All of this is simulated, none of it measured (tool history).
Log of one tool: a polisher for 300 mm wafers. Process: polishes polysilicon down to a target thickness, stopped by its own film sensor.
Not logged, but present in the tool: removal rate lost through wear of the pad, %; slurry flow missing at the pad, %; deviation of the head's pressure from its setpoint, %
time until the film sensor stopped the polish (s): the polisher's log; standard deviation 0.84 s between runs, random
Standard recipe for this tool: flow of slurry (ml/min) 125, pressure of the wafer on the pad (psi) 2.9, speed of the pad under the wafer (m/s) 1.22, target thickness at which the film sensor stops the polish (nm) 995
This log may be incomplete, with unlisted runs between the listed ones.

run	day	flow of slurry (ml/min)	pressure of the wafer on the pad (psi)	speed of the pad under the wafer (m/s)	target thickness at which the film sensor stops the polish (nm)	wafers since the last listed run	wafers polished on this pad	hours since the slurry nozzle was cleaned	hours since the head pressure was calibrated	incoming thickness of the incoming film, nm	time until the film sensor stopped the polish (s)
1	0.000	125	2.9	1.22	995	0	46	510.9	65.6	1560.1	66.6
2	0.488	125	2.9	1.22	995	96	143	522.6	77.3	1559.7	66.4
3	0.788	125	2.9	1.22	995	59	203	529.8	84.5	1589.0	72.2
4	1.450	125	2.6	1.22	995	131	334	545.7	100.4	1552.9	75.6
5	1.896	125	2.6	1.22	995	88	423	556.4	111.1	1591.8	82.0
6	2.604	125	2.3	1.22	995	140	563	573.4	128.1	1557.9	83.7
7	2.900	125	2.3	1.22	995	58	622	580.5	135.2	1553.1	83.0
8	3.479	155	2.9	1.22	995	115	737	594.4	149.1	1584.6	73.0
9	5.329	155	2.9	1.22	995	367	1105	638.8	193.5	1579.5	74.6
# day 5.938: slurry nozzle cleaned
10	5.958	125	2.9	1.22	995	116	1221	0.5	208.6	1601.0	78.8
11	6.675	125	2.9	1.22	995	142	1364	17.7	225.8	1569.3	76.5
12	7.146	125	2.9	1.22	995	93	1457	29.0	237.1	1557.8	74.0
13	7.433	135	2.9	1.22	995	57	1514	35.9	244.0	1591.2	78.5
# day 7.967: worn pad replaced by a new one
14	8.175	135	2.9	1.22	995	114	41	53.7	261.8	1576.4	68.5
15	8.658	125	2.9	1.22	995	96	137	65.3	273.4	1567.8	68.3
16	9.192	125	2.9	1.22	995	105	243	78.1	286.2	1577.7	72.4
17	9.871	125	2.9	1.22	995	134	377	94.4	302.5	1570.4	72.2
18	10.200	105	2.5	0.82	995	65	443	102.3	310.4	1595.0	127.5
19	10.846	125	2.4	1.22	995	128	571	117.8	325.9	1571.9	83.4
# day 11.304: head pressure recalibrated
20	11.508	125	3.8	0.82	995	115	686	133.7	4.9	1556.0	87.2
21	11.875	150	3.6	1.22	995	72	759	142.5	13.7	1574.7	61.1
22	12.317	125	2.9	1.22	995	87	847	153.1	24.3	1582.0	75.2
23	12.858	125	3.5	1.22	995	107	954	166.1	37.3	1577.6	67.2
24	13.296	125	2.9	1.22	995	86	1041	176.6	47.8	1562.5	73.5
25	13.817	125	2.9	1.22	995	103	1145	189.1	60.3	1566.8	75.4
26	14.558	105	2.5	0.82	995	147	1292	206.9	78.1	1583.4	129.3
27	14.904	125	2.9	1.22	995	68	1361	215.2	86.4	1596.7	78.2
# day 15.504: worn pad replaced by a new one
28	15.525	165	3.6	1.22	995	90	4	230.1	101.3	1610.3	58.8
29	16.933	160	2.9	1.22	995	279	283	263.9	135.1	1581.3	69.4
30	17.671	125	2.2	0.86	995	146	430	281.6	152.8	1575.7	126.8
31	18.062	100	2.9	1.22	995	77	508	291.0	162.2	1574.4	76.3
32	18.383	125	2.9	1.22	879	63	572	298.7	169.9	1593.6	89.9
33	18.862	165	3.4	1.22	1171	95	667	310.2	181.4	1556.6	42.9
34	19.421	125	3.3	1.22	995	110	778	323.6	194.8	1566.3	67.5
35	19.671	125	2.3	1.22	995	49	827	329.6	200.8	1571.0	88.2

Pick out some run-to-run changes in time until the film sensor stopped the polish (s). Of each, how much would a tool without hidden state show as well, from the settings, what came in and chance, and how much is left for the hidden state and any gauge scatter not in both results compared?
Run 13 -> 14: worn pad replaced by a new one. time until the film sensor stopped the polish (s) -10.0: hidden state -8.2, all else -1.8.
Run 17 -> 18: flow of slurry (ml/min) 125 -> 105, pressure of the wafer on the pad (psi) 2.9 -> 2.5, speed of the pad under the wafer (m/s) 1.22 -> 0.82. time until the film sensor stopped the polish (s) +55.3: hidden state +4.4, all else +50.9.
Run 25 -> 26: flow of slurry (ml/min) 125 -> 105, pressure of the wafer on the pad (psi) 2.9 -> 2.5, speed of the pad under the wafer (m/s) 1.22 -> 0.82. time until the film sensor stopped the polish (s) +53.9: hidden state +6.0, all else +47.9.
Run 27 -> 28: flow of slurry (ml/min) 125 -> 165, pressure of the wafer on the pad (psi) 2.9 -> 3.6, worn pad replaced by a new one. time until the film sensor stopped the polish (s) -19.4: hidden state -8.0, all else -11.4.
Run 29 -> 30: flow of slurry (ml/min) 160 -> 125, pressure of the wafer on the pad (psi) 2.9 -> 2.2, speed of the pad under the wafer (m/s) 1.22 -> 0.86. time until the film sensor stopped the polish (s) +57.4: hidden state +5.5, all else +51.9.

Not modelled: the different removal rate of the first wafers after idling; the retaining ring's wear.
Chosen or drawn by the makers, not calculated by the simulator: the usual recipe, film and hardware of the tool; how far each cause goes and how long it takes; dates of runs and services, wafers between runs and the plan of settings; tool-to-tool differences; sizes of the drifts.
